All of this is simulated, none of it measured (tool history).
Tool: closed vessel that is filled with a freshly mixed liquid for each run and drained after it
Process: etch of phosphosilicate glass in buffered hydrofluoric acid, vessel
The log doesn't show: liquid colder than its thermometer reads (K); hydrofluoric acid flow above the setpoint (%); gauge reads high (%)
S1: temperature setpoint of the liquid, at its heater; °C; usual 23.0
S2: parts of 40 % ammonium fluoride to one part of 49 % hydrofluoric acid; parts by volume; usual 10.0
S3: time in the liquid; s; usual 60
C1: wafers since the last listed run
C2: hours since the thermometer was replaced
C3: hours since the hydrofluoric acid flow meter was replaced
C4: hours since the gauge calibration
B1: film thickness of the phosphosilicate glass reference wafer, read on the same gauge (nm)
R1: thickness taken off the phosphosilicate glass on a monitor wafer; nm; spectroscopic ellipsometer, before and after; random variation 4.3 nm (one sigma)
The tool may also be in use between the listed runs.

| run | day | S1 | S2 | S3 | C1 | C2 | C3 | C4 | B1 | R1 |
|---|---|---|---|---|---|---|---|---|---|---|
| 1 | 0.000 | 23.0 | 10.0 | 60 | 0 | 2109.1 | 204.8 | 257.1 | 150.78 | 595.39 |
| 2 | 1.917 | 23.0 | 10.0 | 60 | 3182 | 2155.1 | 250.8 | 303.1 | 151.00 | 585.64 |
| 3 | 3.121 | 23.0 | 10.0 | 40 | 1999 | 2184.0 | 279.7 | 332.0 | 151.11 | 396.12 |
| 4 | 5.246 | 23.0 | 10.0 | 60 | 3528 | 2235.0 | 330.7 | 383.0 | 151.53 | 598.52 |
| 5 | 8.183 | 23.0 | 10.0 | 60 | 4877 | 2305.5 | 401.2 | 453.5 | 151.97 | 600.45 |
| 6 | 11.050 | 23.0 | 10.0 | 60 | 4760 | 2374.3 | 470.0 | 522.3 | 152.52 | 605.77 |
| 7 | 13.562 | 23.0 | 7.0 | 60 | 4172 | 2434.6 | 530.3 | 582.6 | 153.11 | 844.87 |
|  | 14.633 | hydrofluoric acid flow meter replaced |
| 8 | 14.746 | 25.5 | 10.0 | 60 | 1895 | 2463.0 | 2.7 | 611.0 | 153.40 | 680.10 |
| 9 | 15.954 | 26.5 | 10.0 | 60 | 2006 | 2492.0 | 31.7 | 640.0 | 153.71 | 737.38 |
| 10 | 18.671 | 26.5 | 10.0 | 60 | 4511 | 2557.2 | 96.9 | 705.2 | 154.41 | 735.28 |
| 11 | 20.208 | 25.5 | 12.5 | 60 | 2553 | 2594.1 | 133.8 | 742.1 | 154.89 | 568.81 |
|  | 21.488 | gauge calibrated |
| 12 | 22.138 | 23.0 | 10.0 | 40 | 3203 | 2640.4 | 180.1 | 15.6 | 150.34 | 388.92 |
|  | 22.771 | thermometer replaced |
| 13 | 24.058 | 18.0 | 13.0 | 75 | 3120 | 30.9 | 226.2 | 61.7 | 150.34 | 428.77 |
| 14 | 25.171 | 23.0 | 10.0 | 95 | 1847 | 57.6 | 252.9 | 88.4 | 150.36 | 935.00 |
| 15 | 28.050 | 23.0 | 10.0 | 60 | 4780 | 126.7 | 322.0 | 157.5 | 150.53 | 584.40 |
| 16 | 30.654 | 20.5 | 14.0 | 85 | 4324 | 189.2 | 384.5 | 220.0 | 150.73 | 517.68 |
| 17 | 32.900 | 18.5 | 10.0 | 90 | 3729 | 243.1 | 438.4 | 273.9 | 150.92 | 688.83 |
| 18 | 34.712 | 26.0 | 9.0 | 90 | 3009 | 286.6 | 481.9 | 317.4 | 151.13 | 1112.34 |
| 19 | 36.862 | 26.5 | 13.0 | 75 | 3570 | 338.2 | 533.5 | 369.0 | 151.49 | 690.97 |
| 20 | 39.396 | 27.5 | 12.0 | 40 | 4206 | 399.0 | 594.3 | 429.8 | 151.89 | 426.33 |
| 21 | 41.617 | 18.5 | 10.0 | 90 | 3687 | 452.3 | 647.6 | 483.1 | 152.26 | 698.04 |

Forecast each of these 4 alternatives for the next run:
| A | 41.646 | 23.0 | 10.0 | 60 | 48 | 453.0 | 648.3 | 483.8 | ? | ? |
| B | 41.646 | 23.0 | 8.0 | 60 | 48 | 453.0 | 648.3 | 483.8 | ? | ? |
| C | 41.646 | 23.0 | 10.0 | 35 | 48 | 453.0 | 648.3 | 483.8 | ? | ? |
| D | 41.646 | 26.5 | 10.0 | 50 | 48 | 453.0 | 648.3 | 483.8 | ? | ? |

| run | B1 | R1 |
|---|---|---|
| A | 152.26 | 602.35 |
| B | 152.26 | 731.36 |
| C | 152.26 | 351.37 |
| D | 152.26 | 606.92 |
Without the tool's hidden state the same runs would have given:
| run | R1 |
|---|---|
| A | 593.32 |
| B | 720.39 |
| C | 346.10 |
| D | 597.82 |
